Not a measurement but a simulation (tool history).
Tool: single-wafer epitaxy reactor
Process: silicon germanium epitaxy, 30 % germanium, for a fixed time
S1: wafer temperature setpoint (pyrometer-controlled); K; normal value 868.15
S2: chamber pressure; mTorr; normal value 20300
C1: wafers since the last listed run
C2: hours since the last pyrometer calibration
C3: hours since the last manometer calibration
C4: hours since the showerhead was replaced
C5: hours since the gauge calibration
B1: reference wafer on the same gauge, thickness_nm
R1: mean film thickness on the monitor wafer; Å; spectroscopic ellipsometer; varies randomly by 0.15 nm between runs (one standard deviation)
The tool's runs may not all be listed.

run	hour	S1	S2	C1	C2	C3	C4	C5	B1	R1
1	0.0	868.15	17600	0	1966.6	2063.5	7460.8	51.2	45.642	426.57
2	9.8	868.15	17600	172	1976.4	2073.3	7470.6	61.0	45.708	424.76
3	25.1	868.15	17600	269	1991.7	2088.6	7485.9	76.3	45.704	424.16
4	42.5	868.15	17300	305	2009.1	2106.0	7503.3	93.7	45.645	422.62
5	60.0	877.15	20300	307	2026.6	2123.5	7520.8	111.2	45.641	542.90
6	77.6	877.15	20300	309	2044.2	2141.1	7538.4	128.8	45.748	536.88
7	93.8	877.15	20300	284	2060.4	2157.3	7554.6	145.0	45.684	538.73
# hour 107.9: capacitance manometer re-zeroed and calibrated
8	108.4	868.15	20300	116	2075.0	0.5	7569.2	159.6	45.721	443.74
9	122.0	868.15	20300	239	2088.6	14.1	7582.8	173.2	45.749	444.57
10	135.2	881.15	15500	232	2101.8	27.3	7596.0	186.4	45.673	524.86
# hour 143.8: gauge calibrated
11	151.2	876.15	17400	281	2117.8	43.3	7612.0	7.4	45.624	495.43
12	168.4	868.15	20300	302	2135.0	60.5	7629.2	24.6	45.671	442.91
# hour 183.7: showerhead replaced
13	184.2	859.15	22700	137	2150.8	76.3	0.5	40.4	45.640	381.41
14	188.0	874.15	16200	66	2154.6	80.1	4.3	44.2	45.705	460.54
15	202.2	873.15	24900	249	2168.8	94.3	18.5	58.4	45.712	531.64
# hour 214.9: pyrometer calibrated
16	251.5	877.15	22900	726	36.6	143.6	67.8	107.7	45.726	623.62
17	261.6	868.15	20300	177	46.7	153.7	77.9	117.8	45.752	493.64
18	277.8	877.15	22900	284	62.9	169.9	94.1	134.0	45.707	623.77
19	287.1	868.15	20300	163	72.2	179.2	103.4	143.3	45.670	495.54

Describe how what the log doesn't record of the tool's condition differs between the last listed run preceding each entry between runs and the first listed run following it.
After run 7, before run 8: capacitance manometer re-zeroed and calibrated (hour 107.9)
  wafer temperature above the value expected at the setpoint (K): -5.22 -> -5.28
  measured value less the no-hidden-state value, R1: -61.56 -> -52.60 Å
After run 10, before run 11: gauge calibrated (hour 143.8)
  wafer temperature above the value expected at the setpoint (K): -5.39 -> -5.46
  measured value less the no-hidden-state value, R1: -61.35 -> -59.48 Å
After run 12, before run 13: showerhead replaced (hour 183.7)
  wafer temperature above the value expected at the setpoint (K): -5.53 -> -5.59
  measured value less the no-hidden-state value, R1: -55.12 -> -49.31 Å
After run 15, before run 16: pyrometer calibrated (hour 214.9)
  wafer temperature above the value expected at the setpoint (K): -5.67 -> -0.361
  measured value less the no-hidden-state value, R1: -67.04 -> -4.65 Å
